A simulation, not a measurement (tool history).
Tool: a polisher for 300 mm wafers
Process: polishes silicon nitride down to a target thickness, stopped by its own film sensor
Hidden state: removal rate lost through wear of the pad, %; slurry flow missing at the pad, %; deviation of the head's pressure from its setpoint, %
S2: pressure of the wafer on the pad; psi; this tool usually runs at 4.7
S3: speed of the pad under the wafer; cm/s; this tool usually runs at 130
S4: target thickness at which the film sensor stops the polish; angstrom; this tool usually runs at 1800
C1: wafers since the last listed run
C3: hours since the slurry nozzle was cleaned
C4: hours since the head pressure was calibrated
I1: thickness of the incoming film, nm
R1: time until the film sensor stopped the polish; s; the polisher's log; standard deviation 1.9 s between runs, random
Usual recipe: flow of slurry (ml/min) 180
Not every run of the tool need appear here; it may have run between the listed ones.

run 1 hour=0.0 | flow_of_slurry_(ml/min)=180 S2=4.7 S3=130 S4=1800 | C1=0 wafers_polished_on_this_pad=175 C3=239.7 C4=583.9 | I1=452.9 | R1=108.0
run 2 hour=16.6 | flow_of_slurry_(ml/min)=180 S2=4.7 S3=130 S4=1800 | C1=97 wafers_polished_on_this_pad=273 C3=256.3 C4=600.5 | I1=464.9 | R1=116.7
-- hour=42.9 slurry nozzle cleaned
run 3 hour=48.3 | flow_of_slurry_(ml/min)=180 S2=4.7 S3=130 S4=1800 | C1=180 wafers_polished_on_this_pad=454 C3=5.4 C4=632.2 | I1=460.2 | R1=103.2
-- hour=63.9 head pressure recalibrated
run 4 hour=77.2 | flow_of_slurry_(ml/min)=180 S2=4.7 S3=130 S4=1800 | C1=158 wafers_polished_on_this_pad=612 C3=34.3 C4=13.3 | I1=465.8 | R1=110.3
run 5 hour=93.6 | flow_of_slurry_(ml/min)=180 S2=4.7 S3=130 S4=1800 | C1=96 wafers_polished_on_this_pad=709 C3=50.7 C4=29.7 | I1=465.1 | R1=108.4
run 6 hour=106.5 | flow_of_slurry_(ml/min)=215 S2=4.7 S3=130 S4=1800 | C1=75 wafers_polished_on_this_pad=785 C3=63.6 C4=42.6 | I1=457.4 | R1=105.0
run 7 hour=124.0 | flow_of_slurry_(ml/min)=215 S2=4.7 S3=130 S4=1800 | C1=103 wafers_polished_on_this_pad=888 C3=81.1 C4=60.1 | I1=454.2 | R1=103.3
run 8 hour=151.7 | flow_of_slurry_(ml/min)=180 S2=4.7 S3=130 S4=1800 | C1=163 wafers_polished_on_this_pad=1051 C3=108.8 C4=87.8 | I1=461.8 | R1=109.1
run 9 hour=187.1 | flow_of_slurry_(ml/min)=180 S2=4.7 S3=130 S4=1800 | C1=208 wafers_polished_on_this_pad=1259 C3=144.2 C4=123.2 | I1=460.6 | R1=108.6
run 10 hour=219.2 | flow_of_slurry_(ml/min)=180 S2=4.7 S3=130 S4=1800 | C1=189 wafers_polished_on_this_pad=1448 C3=176.3 C4=155.3 | I1=462.5 | R1=113.8
run 11 hour=235.7 | flow_of_slurry_(ml/min)=180 S2=4.7 S3=130 S4=1800 | C1=97 wafers_polished_on_this_pad=1545 C3=192.8 C4=171.8 | I1=454.4 | R1=108.2
-- hour=251.8 worn pad replaced by a new one
run 12 hour=266.2 | flow_of_slurry_(ml/min)=180 S2=4.7 S3=130 S4=1800 | C1=156 wafers_polished_on_this_pad=84 C3=223.3 C4=202.3 | I1=463.0 | R1=114.1
run 13 hour=281.8 | flow_of_slurry_(ml/min)=180 S2=4.7 S3=130 S4=1800 | C1=91 wafers_polished_on_this_pad=176 C3=238.9 C4=217.9 | I1=455.4 | R1=111.4
run 14 hour=310.9 | flow_of_slurry_(ml/min)=180 S2=4.2 S3=130 S4=1800 | C1=171 wafers_polished_on_this_pad=348 C3=268.0 C4=247.0 | I1=466.5 | R1=129.4
run 15 hour=334.5 | flow_of_slurry_(ml/min)=180 S2=4.2 S3=130 S4=1800 | C1=138 wafers_polished_on_this_pad=487 C3=291.6 C4=270.6 | I1=454.7 | R1=125.1
-- hour=344.7 slurry nozzle cleaned
run 16 hour=351.3 | flow_of_slurry_(ml/min)=180 S2=4.7 S3=130 S4=1800 | C1=93 wafers_polished_on_this_pad=580 C3=6.6 C4=287.4 | I1=459.0 | R1=106.6
run 17 hour=379.6 | flow_of_slurry_(ml/min)=220 S2=4.7 S3=116 S4=1800 | C1=166 wafers_polished_on_this_pad=746 C3=34.9 C4=315.7 | I1=460.5 | R1=107.7
run 18 hour=413.9 | flow_of_slurry_(ml/min)=220 S2=4.7 S3=116 S4=1800 | C1=201 wafers_polished_on_this_pad=948 C3=69.2 C4=350.0 | I1=460.2 | R1=111.6
run 19 hour=436.1 | flow_of_slurry_(ml/min)=220 S2=4.7 S3=116 S4=1800 | C1=130 wafers_polished_on_this_pad=1079 C3=91.4 C4=372.2 | I1=457.9 | R1=111.5
run 20 hour=470.6 | flow_of_slurry_(ml/min)=180 S2=3.1 S3=114 S4=840 | C1=203 wafers_polished_on_this_pad=1282 C3=125.9 C4=406.7 | I1=456.4 | R1=219.8
run 21 hour=502.0 | flow_of_slurry_(ml/min)=220 S2=4.7 S3=116 S4=1800 | C1=184 wafers_polished_on_this_pad=1467 C3=157.3 C4=438.1 | I1=454.5 | R1=111.8
run 22 hour=521.9 | flow_of_slurry_(ml/min)=235 S2=4.7 S3=130 S4=1800 | C1=117 wafers_polished_on_this_pad=1584 C3=177.2 C4=458.0 | I1=465.2 | R1=107.8
-- hour=527.0 worn pad replaced by a new one
run 23 hour=553.4 | flow_of_slurry_(ml/min)=180 S2=6.0 S3=130 S4=1800 | C1=161 wafers_polished_on_this_pad=155 C3=208.7 C4=489.5 | I1=464.7 | R1=94.1
run 24 hour=588.1 | flow_of_slurry_(ml/min)=120 S2=4.7 S3=130 S4=1800 | C1=204 wafers_polished_on_this_pad=359 C3=243.4 C4=524.2 | I1=464.9 | R1=132.2

What does the tool deliver on the next run?
run 25 hour=607.5 | flow_of_slurry_(ml/min)=180 S2=5.8 S3=130 S4=2430 | C1=114 wafers_polished_on_this_pad=473 C3=262.8 C4=543.6 | I1=469.2 | R1=?

R1: 80.7 s
With the hidden condition absent and the run-to-run variation left alone, this run would have shown R1 73.4 s.

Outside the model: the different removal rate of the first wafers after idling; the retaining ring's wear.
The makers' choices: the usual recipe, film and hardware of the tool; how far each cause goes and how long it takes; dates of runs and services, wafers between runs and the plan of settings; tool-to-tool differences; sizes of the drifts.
